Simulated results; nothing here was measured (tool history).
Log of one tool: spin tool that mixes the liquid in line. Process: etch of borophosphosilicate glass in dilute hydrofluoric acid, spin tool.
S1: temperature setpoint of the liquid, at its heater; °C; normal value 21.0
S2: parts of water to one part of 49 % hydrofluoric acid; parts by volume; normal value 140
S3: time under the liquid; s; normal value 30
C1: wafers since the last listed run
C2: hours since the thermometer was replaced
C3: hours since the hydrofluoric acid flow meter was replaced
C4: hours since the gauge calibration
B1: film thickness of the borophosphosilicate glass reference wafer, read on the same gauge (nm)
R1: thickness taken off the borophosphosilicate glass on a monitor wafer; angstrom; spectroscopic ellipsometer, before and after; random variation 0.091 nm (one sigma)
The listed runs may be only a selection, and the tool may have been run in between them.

{"run": 1, "hour": 0.0, "S1": 18.5, "S2": 140, "S3": 30, "C1": 0, "C2": 140.0, "C3": 1852.2, "C4": 515.6, "B1": 80.02, "R1": 117.4}
{"run": 2, "hour": 34.8, "S1": 18.5, "S2": 140, "S3": 30, "C1": 610, "C2": 174.8, "C3": 1887.0, "C4": 550.4, "B1": 79.99, "R1": 116.8}
{"run": 3, "hour": 58.9, "S1": 21.0, "S2": 140, "S3": 30, "C1": 422, "C2": 198.9, "C3": 1911.1, "C4": 574.5, "B1": 79.99, "R1": 130.0}
{"run": 4, "hour": 91.8, "S1": 21.0, "S2": 140, "S3": 30, "C1": 577, "C2": 231.8, "C3": 1944.0, "C4": 607.4, "B1": 79.98, "R1": 130.2}
{"run": 5, "hour": 106.7, "S1": 21.0, "S2": 140, "S3": 30, "C1": 261, "C2": 246.7, "C3": 1958.9, "C4": 622.3, "B1": 79.96, "R1": 130.4}
{"run": 6, "hour": 142.0, "S1": 21.0, "S2": 85, "S3": 30, "C1": 619, "C2": 282.0, "C3": 1994.2, "C4": 657.6, "B1": 80.0, "R1": 231.7}
{"run": 7, "hour": 163.1, "S1": 21.0, "S2": 85, "S3": 30, "C1": 370, "C2": 303.1, "C3": 2015.3, "C4": 678.7, "B1": 80.0, "R1": 229.0}
{"run": 8, "hour": 198.0, "S1": 21.0, "S2": 190, "S3": 30, "C1": 612, "C2": 338.0, "C3": 2050.2, "C4": 713.6, "B1": 80.0, "R1": 93.7}
{"run": 9, "hour": 231.1, "S1": 21.0, "S2": 190, "S3": 30, "C1": 580, "C2": 371.1, "C3": 2083.3, "C4": 746.7, "B1": 79.97, "R1": 93.7}
{"run": 10, "hour": 259.5, "S1": 21.0, "S2": 140, "S3": 30, "C1": 498, "C2": 399.5, "C3": 2111.7, "C4": 775.1, "B1": 79.95, "R1": 135.0}
{"run": 11, "hour": 279.0, "S1": 21.0, "S2": 140, "S3": 30, "C1": 342, "C2": 419.0, "C3": 2131.2, "C4": 794.6, "B1": 79.99, "R1": 133.9}
{"run": 12, "hour": 354.3, "S1": 21.0, "S2": 140, "S3": 30, "C1": 1321, "C2": 494.3, "C3": 2206.5, "C4": 869.9, "B1": 79.97, "R1": 137.3}
{"hour": 369.6, "done": "gauge calibrated"}
{"run": 13, "hour": 384.6, "S1": 21.0, "S2": 140, "S3": 30, "C1": 531, "C2": 524.6, "C3": 2236.8, "C4": 15.0, "B1": 80.01, "R1": 138.4}
{"hour": 393.3, "done": "thermometer replaced"}
{"run": 14, "hour": 409.0, "S1": 21.0, "S2": 140, "S3": 30, "C1": 410, "C2": 15.7, "C3": 2261.2, "C4": 39.4, "B1": 80.0, "R1": 127.3}
{"run": 15, "hour": 422.5, "S1": 21.0, "S2": 100, "S3": 30, "C1": 236, "C2": 29.2, "C3": 2274.7, "C4": 52.9, "B1": 80.0, "R1": 189.5}
{"run": 16, "hour": 434.7, "S1": 21.0, "S2": 175, "S3": 45, "C1": 214, "C2": 41.4, "C3": 2286.9, "C4": 65.1, "B1": 80.02, "R1": 150.9}
{"run": 17, "hour": 454.1, "S1": 19.0, "S2": 140, "S3": 45, "C1": 340, "C2": 60.8, "C3": 2306.3, "C4": 84.5, "B1": 79.97, "R1": 180.6}
{"run": 18, "hour": 484.8, "S1": 26.0, "S2": 100, "S3": 30, "C1": 538, "C2": 91.5, "C3": 2337.0, "C4": 115.2, "B1": 80.0, "R1": 231.9}
{"run": 19, "hour": 516.9, "S1": 24.0, "S2": 115, "S3": 35, "C1": 563, "C2": 123.6, "C3": 2369.1, "C4": 147.3, "B1": 79.99, "R1": 215.6}
{"run": 20, "hour": 542.6, "S1": 26.0, "S2": 100, "S3": 30, "C1": 451, "C2": 149.3, "C3": 2394.8, "C4": 173.0, "B1": 80.03, "R1": 236.6}
{"hour": 543.8, "done": "hydrofluoric acid flow meter replaced"}
{"run": 21, "hour": 567.6, "S1": 25.0, "S2": 175, "S3": 45, "C1": 421, "C2": 174.3, "C3": 23.8, "C4": 198.0, "B1": 79.96, "R1": 153.4}
{"run": 22, "hour": 596.8, "S1": 21.0, "S2": 140, "S3": 30, "C1": 512, "C2": 203.5, "C3": 53.0, "C4": 227.2, "B1": 79.98, "R1": 114.1}
{"run": 23, "hour": 615.1, "S1": 21.0, "S2": 140, "S3": 30, "C1": 321, "C2": 221.8, "C3": 71.3, "C4": 245.5, "B1": 79.98, "R1": 115.5}
{"run": 24, "hour": 627.6, "S1": 17.0, "S2": 140, "S3": 20, "C1": 219, "C2": 234.3, "C3": 83.8, "C4": 258.0, "B1": 79.98, "R1": 66.1}
{"run": 25, "hour": 645.9, "S1": 19.0, "S2": 180, "S3": 25, "C1": 321, "C2": 252.6, "C3": 102.1, "C4": 276.3, "B1": 79.98, "R1": 66.4}
{"run": 26, "hour": 680.7, "S1": 21.0, "S2": 140, "S3": 50, "C1": 610, "C2": 287.4, "C3": 136.9, "C4": 311.1, "B1": 79.98, "R1": 195.5}
{"run": 27, "hour": 716.0, "S1": 25.0, "S2": 165, "S3": 30, "C1": 619, "C2": 322.7, "C3": 172.2, "C4": 346.4, "B1": 80.0, "R1": 113.2}
{"run": 28, "hour": 746.3, "S1": 21.0, "S2": 140, "S3": 30, "C1": 531, "C2": 353.0, "C3": 202.5, "C4": 376.7, "B1": 80.01, "R1": 119.8}
{"run": 29, "hour": 762.7, "S1": 18.0, "S2": 205, "S3": 50, "C1": 287, "C2": 369.4, "C3": 218.9, "C4": 393.1, "B1": 79.95, "R1": 112.3}
{"run": 30, "hour": 789.1, "S1": 25.5, "S2": 80, "S3": 40, "C1": 463, "C2": 395.8, "C3": 245.3, "C4": 419.5, "B1": 79.96, "R1": 361.0}
{"run": 31, "hour": 811.0, "S1": 23.5, "S2": 140, "S3": 30, "C1": 384, "C2": 417.7, "C3": 267.2, "C4": 441.4, "B1": 79.95, "R1": 132.9}

Below are 5 alternative next runs, each starting from the tool's condition after run 31. Predict each:
{"run": "A", "hour": 811.4, "S1": 21.0, "S2": 195, "S3": 30, "C1": 7, "C2": 418.1, "C3": 267.6, "C4": 441.8, "B1": "?", "R1": "?"}
{"run": "B", "hour": 811.4, "S1": 24.5, "S2": 140, "S3": 35, "C1": 7, "C2": 418.1, "C3": 267.6, "C4": 441.8, "B1": "?", "R1": "?"}
{"run": "C", "hour": 811.4, "S1": 25.0, "S2": 140, "S3": 40, "C1": 7, "C2": 418.1, "C3": 267.6, "C4": 441.8, "B1": "?", "R1": "?"}
{"run": "D", "hour": 811.4, "S1": 22.5, "S2": 80, "S3": 25, "C1": 7, "C2": 418.1, "C3": 267.6, "C4": 441.8, "B1": "?", "R1": "?"}
{"run": "E", "hour": 811.4, "S1": 26.0, "S2": 195, "S3": 15, "C1": 7, "C2": 418.1, "C3": 267.6, "C4": 441.8, "B1": "?", "R1": "?"}

run=A B1=80.03 R1=80.2
run=B B1=80.03 R1=158.0
run=C B1=80.03 R1=184.1
run=D B1=80.03 R1=196.6
run=E B1=80.03 R1=48.2
With no hidden state in the tool, these same runs would have given:
run=A R1=74.3
run=B R1=146.6
run=C R1=170.8
run=D R1=181.9
run=E R1=44.8
